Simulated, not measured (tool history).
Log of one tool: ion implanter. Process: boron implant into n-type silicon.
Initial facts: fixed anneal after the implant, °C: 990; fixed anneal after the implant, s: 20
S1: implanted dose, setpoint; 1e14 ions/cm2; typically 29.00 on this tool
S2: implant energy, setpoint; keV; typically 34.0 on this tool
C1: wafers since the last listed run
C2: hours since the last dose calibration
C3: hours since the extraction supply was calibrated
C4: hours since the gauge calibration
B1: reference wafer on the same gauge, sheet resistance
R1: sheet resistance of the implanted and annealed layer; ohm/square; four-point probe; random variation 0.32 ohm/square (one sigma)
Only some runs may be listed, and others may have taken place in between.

| run | day | S1 | S2 | C1 | C2 | C3 | C4 | B1 | R1 |
|---|---|---|---|---|---|---|---|---|---|
| 1 | 0.000 | 29.00 | 34.0 | 0 | 1584.3 | 2635.6 | 317.2 | 61.06 | 54.30 |
| 2 | 2.267 | 29.00 | 34.0 | 1314 | 1638.7 | 2690.0 | 371.6 | 61.08 | 54.04 |
| 3 | 5.188 | 29.00 | 34.0 | 1694 | 1708.8 | 2760.1 | 441.7 | 60.93 | 53.98 |
| 4 | 7.717 | 29.00 | 34.0 | 1466 | 1769.5 | 2820.8 | 502.4 | 60.69 | 54.08 |
| 5 | 10.333 | 29.00 | 34.0 | 1517 | 1832.3 | 2883.6 | 565.2 | 60.53 | 52.98 |
| 6 | 12.262 | 32.78 | 34.0 | 1118 | 1878.6 | 2929.9 | 611.5 | 60.54 | 50.91 |
| 7 | 15.042 | 32.78 | 34.0 | 1611 | 1945.3 | 2996.6 | 678.2 | 60.28 | 50.26 |
|  | 15.879 | extraction supply calibrated |
|  | 16.817 | Faraday cup replaced and dose calibrated |
| 8 | 17.417 | 32.78 | 34.0 | 990 | 14.4 | 36.9 | 735.2 | 60.01 | 50.76 |
|  | 17.733 | gauge calibrated |
| 9 | 18.679 | 29.00 | 30.5 | 732 | 44.7 | 67.2 | 22.7 | 61.59 | 55.75 |
| 10 | 19.958 | 23.67 | 34.0 | 741 | 75.4 | 97.9 | 53.4 | 61.71 | 61.07 |
| 11 | 22.154 | 23.90 | 28.5 | 1273 | 128.1 | 150.6 | 106.1 | 61.40 | 62.94 |
| 12 | 24.546 | 23.21 | 37.5 | 1387 | 185.5 | 208.0 | 163.5 | 61.33 | 59.90 |
| 13 | 26.075 | 31.79 | 44.0 | 886 | 222.2 | 244.7 | 200.2 | 61.10 | 48.22 |
| 14 | 27.717 | 37.06 | 34.0 | 952 | 261.6 | 284.1 | 239.6 | 61.01 | 48.77 |
| 15 | 30.462 | 29.00 | 40.0 | 1592 | 327.5 | 350.0 | 305.5 | 60.90 | 52.07 |
| 16 | 31.467 | 32.78 | 34.0 | 582 | 351.6 | 374.1 | 329.6 | 60.97 | 50.92 |

How the hidden state differs across the entries between the runs, from the last listed run before each to the first after it:
Run 7 -> run 8: extraction supply calibrated (day 15.879); Faraday cup replaced and dose calibrated (day 16.817)
  gauge reads high (%): -2.51 -> -2.74
  what was measured, less what the result would be without the hidden state, R1: -1.29 -> -1.43 ohm/square
Run 8 -> run 9: gauge calibrated (day 17.733)
  gauge reads high (%): -2.74 -> -0.314
  what was measured, less what the result would be without the hidden state, R1: -1.43 -> -0.17 ohm/square
